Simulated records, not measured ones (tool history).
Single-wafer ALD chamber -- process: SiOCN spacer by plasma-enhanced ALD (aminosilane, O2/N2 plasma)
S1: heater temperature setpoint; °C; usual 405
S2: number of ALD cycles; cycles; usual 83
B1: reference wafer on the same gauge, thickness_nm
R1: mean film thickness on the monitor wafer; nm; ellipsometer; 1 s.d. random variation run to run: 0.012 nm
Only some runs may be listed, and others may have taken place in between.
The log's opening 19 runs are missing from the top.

run,hour,S1,S2,B1,R1
20,488.1,405,83,4.032,4.860
21,510.8,405,94,4.029,5.527
22,546.1,418,90,4.032,5.083
23,566.9,405,69,4.031,4.038
24,588.3,405,67,4.028,3.923
25,602.3,405,83,4.028,4.878
26,617.4,405,70,4.032,4.104
# hour 644.1: thermocouple changed; heater temperature recalibrated
27,652.5,405,98,4.029,5.754
28,679.3,405,83,4.032,4.875
29,700.9,396,71,4.028,4.234
# hour 713.6: gauge calibrated
30,716.2,418,99,4.029,5.600
31,749.8,405,83,4.029,4.863
32,768.6,398,89,4.028,5.312
33,792.0,405,83,4.031,4.873
34,827.2,400,95,4.030,5.633
35,843.0,412,72,4.029,4.141
36,855.5,405,71,4.028,4.162
37,884.9,405,96,4.033,5.623
38,903.4,419,83,4.026,4.695
39,916.2,416,83,4.027,4.721
40,950.0,410,68,4.030,3.961

Branching from run 40: 3 alternative next runs. What would each branch give?
A,950.6,405,83,?,?
B,950.6,409,74,?,?
C,950.6,405,89,?,?

run,B1,R1
A,4.027,4.897
B,4.027,4.319
C,4.027,5.251
With the hidden condition removed and each run's random variation left untouched, the same runs would have given:
run,R1
A,4.897
B,4.319
C,5.251
